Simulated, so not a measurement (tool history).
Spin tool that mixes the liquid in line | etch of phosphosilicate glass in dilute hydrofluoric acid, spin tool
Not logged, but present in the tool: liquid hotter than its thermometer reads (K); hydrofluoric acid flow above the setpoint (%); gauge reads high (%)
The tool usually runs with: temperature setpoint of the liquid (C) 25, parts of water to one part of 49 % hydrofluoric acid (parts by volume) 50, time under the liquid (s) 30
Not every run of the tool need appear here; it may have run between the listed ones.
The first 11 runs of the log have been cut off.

run     day  temperature setpoint of the liquid (C)  parts of water to one part of 49 % hydrofluoric acid (parts by volume)  time under the liquid (s)  wafers since the last listed run  hours since the thermometer was replaced  hours since the hydrofluoric acid flow meter was replaced  hours since the gauge calibration  read-back film thickness of the phosphosilicate glass reference wafer, read on the same gauge (nm)  thickness taken off the phosphosilicate glass on a monitor wafer (angstrom)
 12   9.212                                      30                                                                      55                         25                               240                                    2346.2                                                         48                              251.7                                                                                              119.99                                                                        847.2
     10.033  -- thermometer replaced
 13  10.633                                      28                                                                      65                         15                               463                                      14.4                                                       82.1                              285.8                                                                                              120.01                                                                        356.3
 14  12.779                                      25                                                                      50                         30                               720                                      65.9                                                      133.6                              337.3                                                                                              119.99                                                                          828
 15  14.117                                      30                                                                      70                         35                               449                                        98                                                      165.7                              369.4                                                                                              119.99                                                                        824.8
 16  16.108                                      25                                                                      30                         30                               668                                     145.8                                                      213.5                              417.2                                                                                              120.01                                                                       1445.3
 17  17.567                                      25                                                                      50                         30                               489                                     180.8                                                      248.5                              452.2                                                                                                 120                                                                        853.8
 18  18.208                                      30                                                                      50                         30                               215                                     196.2                                                      263.9                              467.6                                                                                              120.02                                                                       1029.2
 19  19.317                                    27.5                                                                      35                         35                               372                                     222.8                                                      290.5                              494.2                                                                                                 120                                                                       1600.9
 20  19.917                                      25                                                                      50                         30                               201                                     237.2                                                      304.9                              508.6                                                                                                 120                                                                        857.7
 21  21.225                                      25                                                                      35                         15                               439                                     268.6                                                      336.3                                540                                                                                              120.01                                                                        620.8
 22  21.871                                      25                                                                      70                         45                               216                                     284.1                                                      351.8                              555.5                                                                                              120.01                                                                          891
 23  23.217                                    21.5                                                                      75                         30                               451                                     316.4                                                      384.1                              587.8                                                                                              120.01                                                                          485
 24  24.433                                      25                                                                      50                         30                               408                                     345.6                                                      413.3                                617                                                                                                 120                                                                        855.7
 25  25.812                                      25                                                                      50                         25                               463                                     378.7                                                      446.4                              650.1                                                                                                 120                                                                        718.8
 26  27.817                                    26.5                                                                      25                         15                               672                                     426.8                                                      494.5                              698.2                                                                                              120.01                                                                        953.3
 27  28.575                                      25                                                                      50                         30                               254                                       445                                                      512.7                              716.4                                                                                              119.99                                                                        867.4
 28  29.275                                    27.5                                                                      45                         30                               235                                     461.8                                                      529.5                              733.2                                                                                              120.01                                                                       1063.8
 29  33.004                                      25                                                                      50                         30                              1252                                     551.3                                                        619                              822.7                                                                                                 120                                                                        874.5
 30  33.579                                    28.5                                                                      50                         30                               193                                     565.1                                                      632.8                              836.5                                                                                              119.99                                                                       1007.9
 31  34.646                                      25                                                                      50                         35                               358                                     590.7                                                      658.4                              862.1                                                                                              120.01                                                                       1021.3

Predict each of these 5 candidate next runs independently; none follows another, all start after run 31:
  A  34.662                                      25                                                                      50                         30                                 5                                     591.1                                                      658.8                              862.5                                                                                                   ?                                                                            ?
  B  34.662                                    21.5                                                                      70                         50                                 5                                     591.1                                                      658.8                              862.5                                                                                                   ?                                                                            ?
  C  34.662                                      29                                                                      70                         30                                 5                                     591.1                                                      658.8                              862.5                                                                                                   ?                                                                            ?
  D  34.662                                      25                                                                      50                         40                                 5                                     591.1                                                      658.8                              862.5                                                                                                   ?                                                                            ?
  E  34.662                                      21                                                                      40                         20                                 5                                     591.1                                                      658.8                              862.5                                                                                                   ?                                                                            ?

run  read-back film thickness of the phosphosilicate glass reference wafer, read on the same gauge (nm)  thickness taken off the phosphosilicate glass on a monitor wafer (angstrom)
  A                                                                                              120.01                                                                        871.8
  B                                                                                              120.01                                                                        876.8
  C                                                                                              120.01                                                                        709.5
  D                                                                                              120.01                                                                       1162.4
  E                                                                                              120.01                                                                        623.6
With the hidden condition removed and each run's random variation left untouched, the same runs would have given:
run  thickness taken off the phosphosilicate glass on a monitor wafer (angstrom)
  A                                                                        819.3
  B                                                                        823.3
  C                                                                        667.3
  D                                                                       1092.4
  E                                                                        585.5

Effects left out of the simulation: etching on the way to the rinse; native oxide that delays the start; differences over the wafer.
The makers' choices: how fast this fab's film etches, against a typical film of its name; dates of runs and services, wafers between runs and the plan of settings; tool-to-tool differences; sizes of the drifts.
